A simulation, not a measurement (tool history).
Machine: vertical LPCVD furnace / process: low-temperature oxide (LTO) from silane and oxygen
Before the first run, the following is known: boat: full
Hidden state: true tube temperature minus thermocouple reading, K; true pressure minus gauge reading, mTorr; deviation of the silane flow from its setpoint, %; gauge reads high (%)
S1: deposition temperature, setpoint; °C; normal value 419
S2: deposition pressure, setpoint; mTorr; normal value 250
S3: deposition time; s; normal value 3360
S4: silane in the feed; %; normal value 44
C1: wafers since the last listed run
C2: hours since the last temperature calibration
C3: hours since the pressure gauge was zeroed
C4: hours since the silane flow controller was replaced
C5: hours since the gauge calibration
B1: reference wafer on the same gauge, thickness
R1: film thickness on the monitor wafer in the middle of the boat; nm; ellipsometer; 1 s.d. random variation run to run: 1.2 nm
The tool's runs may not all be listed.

run 1 hour=0 | S1=419 S2=250 S3=2640 S4=44 | C1=0 C2=3698 C3=3901.4 C4=4572.3 C5=68.3 | B1=718.25 | R1=611.41
run 2 hour=22.3 | S1=419 S2=250 S3=2640 S4=44 | C1=359 C2=3720.3 C3=3923.7 C4=4594.6 C5=90.6 | B1=717.88 | R1=612.36
run 3 hour=30.7 | S1=419 S2=250 S3=3360 S4=44 | C1=135 C2=3728.7 C3=3932.1 C4=4603 C5=99 | B1=717.54 | R1=780.76
-- hour=56.6 silane flow controller replaced
run 4 hour=57.1 | S1=419 S2=250 S3=3360 S4=44 | C1=38 C2=3755.1 C3=3958.5 C4=0.5 C5=125.4 | B1=718.03 | R1=778.09
-- hour=60.1 gauge calibrated
run 5 hour=60.9 | S1=419 S2=250 S3=3360 S4=44 | C1=61 C2=3758.9 C3=3962.3 C4=4.3 C5=0.8 | B1=718.12 | R1=778.24
run 6 hour=64.6 | S1=412 S2=250 S3=3360 S4=44 | C1=59 C2=3762.6 C3=3966 C4=8 C5=4.5 | B1=717.91 | R1=724.91
-- hour=88.9 pressure gauge zeroed
-- hour=112.4 thermocouples replaced and temperature profile calibrated
run 7 hour=112.9 | S1=419 S2=250 S3=3360 S4=44 | C1=12 C2=0.5 C3=24 C4=56.3 C5=52.8 | B1=718.06 | R1=775.56
run 8 hour=116.6 | S1=419 S2=250 S3=4470 S4=44 | C1=59 C2=4.2 C3=27.7 C4=60 C5=56.5 | B1=717.8 | R1=1035.54
run 9 hour=120.3 | S1=419 S2=230 S3=3360 S4=47 | C1=59 C2=7.9 C3=31.4 C4=63.7 C5=60.2 | B1=717.93 | R1=761.9

What does the tool deliver on the next run?
run 10 hour=124.1 | S1=419 S2=200 S3=2100 S4=44 | C1=61 C2=11.7 C3=35.2 C4=67.5 C5=64 | B1=? | R1=?

B1: 717.94
R1: 388.73 nm
Take away the tool's hidden state, keep the run-to-run variation as it was, and the same run would have given R1 388.73 nm.
